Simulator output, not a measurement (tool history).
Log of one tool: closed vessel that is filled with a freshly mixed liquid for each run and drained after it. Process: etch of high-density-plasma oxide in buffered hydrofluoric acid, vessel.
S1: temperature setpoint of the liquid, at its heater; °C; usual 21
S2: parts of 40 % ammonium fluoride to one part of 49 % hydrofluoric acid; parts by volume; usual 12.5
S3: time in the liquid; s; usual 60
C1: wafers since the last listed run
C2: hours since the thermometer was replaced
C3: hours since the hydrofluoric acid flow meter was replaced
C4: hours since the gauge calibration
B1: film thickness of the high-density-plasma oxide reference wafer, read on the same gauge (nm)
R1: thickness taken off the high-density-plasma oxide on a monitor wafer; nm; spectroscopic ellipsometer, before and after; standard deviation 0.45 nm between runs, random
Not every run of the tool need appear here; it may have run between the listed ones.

{"run": 1, "hour": 0.0, "S1": 21, "S2": 12.5, "S3": 60, "C1": 0, "C2": 423, "C3": 1910.9, "C4": 176.8, "B1": 119.99, "R1": 52.79}
{"run": 2, "hour": 26.5, "S1": 21, "S2": 12.5, "S3": 60, "C1": 3562, "C2": 449.5, "C3": 1937.4, "C4": 203.3, "B1": 120, "R1": 53.47}
{"run": 3, "hour": 41.9, "S1": 21, "S2": 12.5, "S3": 60, "C1": 2070, "C2": 464.9, "C3": 1952.8, "C4": 218.7, "B1": 119.97, "R1": 53.69}
{"run": 4, "hour": 64.7, "S1": 21, "S2": 12.5, "S3": 60, "C1": 3064, "C2": 487.7, "C3": 1975.6, "C4": 241.5, "B1": 120.02, "R1": 53.86}
{"run": 5, "hour": 85.9, "S1": 21, "S2": 12.5, "S3": 60, "C1": 2849, "C2": 508.9, "C3": 1996.8, "C4": 262.7, "B1": 119.99, "R1": 53.56}
{"run": 6, "hour": 108.3, "S1": 21, "S2": 12.5, "S3": 70, "C1": 3010, "C2": 531.3, "C3": 2019.2, "C4": 285.1, "B1": 119.99, "R1": 62.2}
{"run": 7, "hour": 127.1, "S1": 21, "S2": 12.5, "S3": 70, "C1": 2527, "C2": 550.1, "C3": 2038, "C4": 303.9, "B1": 120, "R1": 63.49}
{"hour": 138.5, "done": "hydrofluoric acid flow meter replaced"}
{"run": 8, "hour": 157.3, "S1": 21, "S2": 12.5, "S3": 60, "C1": 3924, "C2": 580.3, "C3": 18.8, "C4": 334.1, "B1": 120, "R1": 54.81}
{"hour": 158.7, "done": "gauge calibrated"}
{"hour": 160.6, "done": "thermometer replaced"}
{"run": 9, "hour": 170.5, "S1": 21, "S2": 12.5, "S3": 60, "C1": 1639, "C2": 9.9, "C3": 32, "C4": 11.8, "B1": 120.01, "R1": 48.92}
{"run": 10, "hour": 197.0, "S1": 18, "S2": 7.5, "S3": 60, "C1": 3562, "C2": 36.4, "C3": 58.5, "C4": 38.3, "B1": 119.99, "R1": 66.39}
{"run": 11, "hour": 216.8, "S1": 21, "S2": 12.5, "S3": 60, "C1": 2661, "C2": 56.2, "C3": 78.3, "C4": 58.1, "B1": 120, "R1": 48.22}
{"run": 12, "hour": 234.2, "S1": 25, "S2": 12.5, "S3": 60, "C1": 2338, "C2": 73.6, "C3": 95.7, "C4": 75.5, "B1": 120, "R1": 61.63}
{"run": 13, "hour": 248.9, "S1": 17, "S2": 12.5, "S3": 60, "C1": 1975, "C2": 88.3, "C3": 110.4, "C4": 90.2, "B1": 119.99, "R1": 39.53}
{"run": 14, "hour": 269.0, "S1": 21, "S2": 12.5, "S3": 60, "C1": 2701, "C2": 108.4, "C3": 130.5, "C4": 110.3, "B1": 120, "R1": 48.62}
{"run": 15, "hour": 288.7, "S1": 26, "S2": 10.5, "S3": 30, "C1": 2648, "C2": 128.1, "C3": 150.2, "C4": 130, "B1": 120, "R1": 38.65}
{"run": 16, "hour": 305.9, "S1": 21, "S2": 14, "S3": 60, "C1": 2311, "C2": 145.3, "C3": 167.4, "C4": 147.2, "B1": 120, "R1": 44.37}
{"run": 17, "hour": 330.2, "S1": 21, "S2": 7.5, "S3": 60, "C1": 3266, "C2": 169.6, "C3": 191.7, "C4": 171.5, "B1": 120.01, "R1": 78.78}
{"run": 18, "hour": 360.2, "S1": 21, "S2": 12.5, "S3": 60, "C1": 4032, "C2": 199.6, "C3": 221.7, "C4": 201.5, "B1": 120.03, "R1": 50.02}

4 ways to go on from here, each from the tool as it stands after run 18. What would each give?
{"run": "A", "hour": 360.9, "S1": 17.5, "S2": 12.5, "S3": 60, "C1": 94, "C2": 200.3, "C3": 222.4, "C4": 202.2, "B1": "?", "R1": "?"}
{"run": "B", "hour": 360.9, "S1": 19.5, "S2": 15, "S3": 80, "C1": 94, "C2": 200.3, "C3": 222.4, "C4": 202.2, "B1": "?", "R1": "?"}
{"run": "C", "hour": 360.9, "S1": 17, "S2": 9.5, "S3": 80, "C1": 94, "C2": 200.3, "C3": 222.4, "C4": 202.2, "B1": "?", "R1": "?"}
{"run": "D", "hour": 360.9, "S1": 24.5, "S2": 12.5, "S3": 60, "C1": 94, "C2": 200.3, "C3": 222.4, "C4": 202.2, "B1": "?", "R1": "?"}

run=A B1=119.99 R1=41.32
run=B B1=119.99 R1=51.55
run=C B1=119.99 R1=68.78
run=D B1=119.99 R1=60.86
Without the tool's unlogged condition, the same runs would have read:
run=A R1=39.17
run=B R1=48.9
run=C R1=65.2
run=D R1=57.83
